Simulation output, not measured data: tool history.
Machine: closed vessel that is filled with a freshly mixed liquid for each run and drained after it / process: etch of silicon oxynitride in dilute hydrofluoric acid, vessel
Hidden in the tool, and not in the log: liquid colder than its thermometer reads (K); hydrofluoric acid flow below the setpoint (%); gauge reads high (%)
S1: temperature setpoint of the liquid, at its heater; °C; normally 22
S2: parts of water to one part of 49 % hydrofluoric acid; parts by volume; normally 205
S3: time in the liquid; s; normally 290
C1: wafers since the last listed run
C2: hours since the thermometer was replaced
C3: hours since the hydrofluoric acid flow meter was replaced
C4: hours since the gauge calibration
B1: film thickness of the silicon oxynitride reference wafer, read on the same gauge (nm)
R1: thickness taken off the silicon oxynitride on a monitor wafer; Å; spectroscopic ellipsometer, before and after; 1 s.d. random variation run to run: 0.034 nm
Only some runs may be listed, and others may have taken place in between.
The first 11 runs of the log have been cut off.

run,hour,S1,S2,S3,C1,C2,C3,C4,B1,R1
# hour 595.8: hydrofluoric acid flow meter replaced
12,597.9,27,205,390,4070,508.1,2.1,51.4,139.983,80.37
13,630,22,205,290,2929,540.2,34.2,83.5,139.949,47.86
14,693,22,205,290,5750,603.2,97.2,146.5,139.994,48.16
15,748.8,22,205,425,5093,659,153,202.3,139.995,70.24
16,820.8,24.5,130,290,6571,731,225,274.3,140.035,89.09
17,855.4,22,160,390,3158,765.6,259.6,308.9,139.979,83.78
18,893.9,22,205,290,3514,804.1,298.1,347.4,139.954,47.24
19,932.1,20,205,140,3486,842.3,336.3,385.6,139.993,20.8
20,959.9,22,205,290,2537,870.1,364.1,413.4,140.036,46.83
21,1027.7,22,120,290,6188,937.9,431.9,481.2,139.991,84.77
22,1078.7,18.5,205,290,4655,988.9,482.9,532.2,139.999,39.84
23,1115.8,24.5,270,420,3386,1026,520,569.3,140.024,54.86
24,1161.6,24.5,270,420,4180,1071.8,565.8,615.1,140,54.21
25,1231.8,26,205,155,6407,1142,636,685.3,139.985,29.55
26,1257.7,22,205,290,2364,1167.9,661.9,711.2,140.005,46.37
27,1296.2,22,275,290,3514,1206.4,700.4,749.7,140.06,32.78
28,1334.3,17.5,130,400,3477,1244.5,738.5,787.8,140.006,85.04
29,1375,24.5,230,175,3714,1285.2,779.2,828.5,140.005,26.8
30,1423.7,23.5,205,360,4445,1333.9,827.9,877.2,140.019,60.63
31,1492.4,19.5,285,235,6270,1402.6,896.6,945.9,140.03,22.42
32,1528.2,25.5,205,290,3267,1438.4,932.4,981.7,139.986,52.96
33,1556.9,25.5,295,290,2619,1467.1,961.1,1010.4,139.944,34.78

What if the next run were any one of these 4? Each begins from the tool's condition after run 33:
A,1557.6,22,205,290,63,1467.8,961.8,1011.1,?,?
B,1557.6,19.5,150,360,63,1467.8,961.8,1011.1,?,?
C,1557.6,19,160,365,63,1467.8,961.8,1011.1,?,?
D,1557.6,24,205,290,63,1467.8,961.8,1011.1,?,?

run,B1,R1
A,139.986,44.8
B,139.986,70.24
C,139.986,64.75
D,139.986,49.03
Take away the tool's hidden state, keep each run's random variation, and the runs would have read:
run,R1
A,48.37
B,75.85
C,69.93
D,52.92

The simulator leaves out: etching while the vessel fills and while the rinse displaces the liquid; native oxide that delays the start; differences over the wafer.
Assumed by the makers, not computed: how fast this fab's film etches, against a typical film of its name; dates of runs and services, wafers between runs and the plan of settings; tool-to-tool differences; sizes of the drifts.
